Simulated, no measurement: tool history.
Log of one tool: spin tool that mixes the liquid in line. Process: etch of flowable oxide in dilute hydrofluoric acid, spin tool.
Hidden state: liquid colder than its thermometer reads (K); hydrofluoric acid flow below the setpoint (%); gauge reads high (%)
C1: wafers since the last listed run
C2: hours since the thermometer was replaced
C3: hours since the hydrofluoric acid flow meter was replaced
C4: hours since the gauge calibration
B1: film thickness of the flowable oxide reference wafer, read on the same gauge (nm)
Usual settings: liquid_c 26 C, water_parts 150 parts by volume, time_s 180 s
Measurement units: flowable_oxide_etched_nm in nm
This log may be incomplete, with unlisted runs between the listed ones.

run 1 day=0 | liquid_c=26 water_parts=150 time_s=180 | C1=0 C2=363.7 C3=638 C4=431.2 | B1=100 | flowable_oxide_etched_nm=29.25
run 2 day=4.304 | liquid_c=27 water_parts=150 time_s=235 | C1=829 C2=467 C3=741.3 C4=534.5 | B1=99.99 | flowable_oxide_etched_nm=39.79
run 3 day=7.212 | liquid_c=27 water_parts=150 time_s=235 | C1=560 C2=536.8 C3=811.1 C4=604.3 | B1=100.02 | flowable_oxide_etched_nm=39.5
run 4 day=9.296 | liquid_c=26 water_parts=150 time_s=180 | C1=401 C2=586.8 C3=861.1 C4=654.3 | B1=100.02 | flowable_oxide_etched_nm=29.19
run 5 day=10.875 | liquid_c=23 water_parts=150 time_s=180 | C1=304 C2=624.7 C3=899 C4=692.2 | B1=99.98 | flowable_oxide_etched_nm=26.06
run 6 day=14.708 | liquid_c=27.5 water_parts=150 time_s=180 | C1=738 C2=716.7 C3=991 C4=784.2 | B1=100.03 | flowable_oxide_etched_nm=30.97
run 7 day=16.292 | liquid_c=27.5 water_parts=150 time_s=180 | C1=305 C2=754.7 C3=1029 C4=822.2 | B1=100.03 | flowable_oxide_etched_nm=30.68
run 8 day=18.825 | liquid_c=27.5 water_parts=150 time_s=180 | C1=488 C2=815.5 C3=1089.8 C4=883 | B1=100 | flowable_oxide_etched_nm=30.84
run 9 day=22.654 | liquid_c=26 water_parts=150 time_s=180 | C1=738 C2=907.4 C3=1181.7 C4=974.9 | B1=99.99 | flowable_oxide_etched_nm=28.8
-- day=31.921 hydrofluoric acid flow meter replaced
run 10 day=33.362 | liquid_c=27.5 water_parts=150 time_s=270 | C1=2056 C2=1164.4 C3=34.6 C4=1231.9 | B1=100.01 | flowable_oxide_etched_nm=46.92
-- day=34.875 thermometer replaced
run 11 day=35.5 | liquid_c=26 water_parts=150 time_s=180 | C1=404 C2=15 C3=85.9 C4=1283.2 | B1=99.99 | flowable_oxide_etched_nm=29.64
-- day=36.133 gauge calibrated
run 12 day=38.371 | liquid_c=22.5 water_parts=85 time_s=210 | C1=553 C2=83.9 C3=154.8 C4=53.7 | B1=99.95 | flowable_oxide_etched_nm=57.33
run 13 day=40.067 | liquid_c=26 water_parts=150 time_s=180 | C1=326 C2=124.6 C3=195.5 C4=94.4 | B1=99.98 | flowable_oxide_etched_nm=29.56
run 14 day=41.621 | liquid_c=26 water_parts=115 time_s=95 | C1=299 C2=161.9 C3=232.8 C4=131.7 | B1=100.01 | flowable_oxide_etched_nm=21.22
run 15 day=46 | liquid_c=23 water_parts=95 time_s=230 | C1=844 C2=267 C3=337.9 C4=236.8 | B1=99.96 | flowable_oxide_etched_nm=56.98
run 16 day=49.708 | liquid_c=26 water_parts=115 time_s=95 | C1=714 C2=356 C3=426.9 C4=325.8 | B1=99.96 | flowable_oxide_etched_nm=21.12
run 17 day=51.858 | liquid_c=22.5 water_parts=85 time_s=210 | C1=414 C2=407.6 C3=478.5 C4=377.4 | B1=99.99 | flowable_oxide_etched_nm=57.19
run 18 day=55.704 | liquid_c=22 water_parts=95 time_s=255 | C1=741 C2=499.9 C3=570.8 C4=469.7 | B1=99.99 | flowable_oxide_etched_nm=60.02

Branching from run 18: 3 alternative next runs. What would each branch give?
run A day=55.725 | liquid_c=26 water_parts=150 time_s=180 | C1=4 C2=500.4 C3=571.3 C4=470.2 | B1=? | flowable_oxide_etched_nm=?
run B day=55.725 | liquid_c=26 water_parts=175 time_s=150 | C1=4 C2=500.4 C3=571.3 C4=470.2 | B1=? | flowable_oxide_etched_nm=?
run C day=55.725 | liquid_c=30.5 water_parts=150 time_s=180 | C1=4 C2=500.4 C3=571.3 C4=470.2 | B1=? | flowable_oxide_etched_nm=?

run=A B1=99.99 flowable_oxide_etched_nm=29.14
run=B B1=99.99 flowable_oxide_etched_nm=20.21
run=C B1=99.99 flowable_oxide_etched_nm=34.35
What these runs would have given with no unlogged condition in the tool:
run=A flowable_oxide_etched_nm=29.55
run=B flowable_oxide_etched_nm=20.5
run=C flowable_oxide_etched_nm=34.85

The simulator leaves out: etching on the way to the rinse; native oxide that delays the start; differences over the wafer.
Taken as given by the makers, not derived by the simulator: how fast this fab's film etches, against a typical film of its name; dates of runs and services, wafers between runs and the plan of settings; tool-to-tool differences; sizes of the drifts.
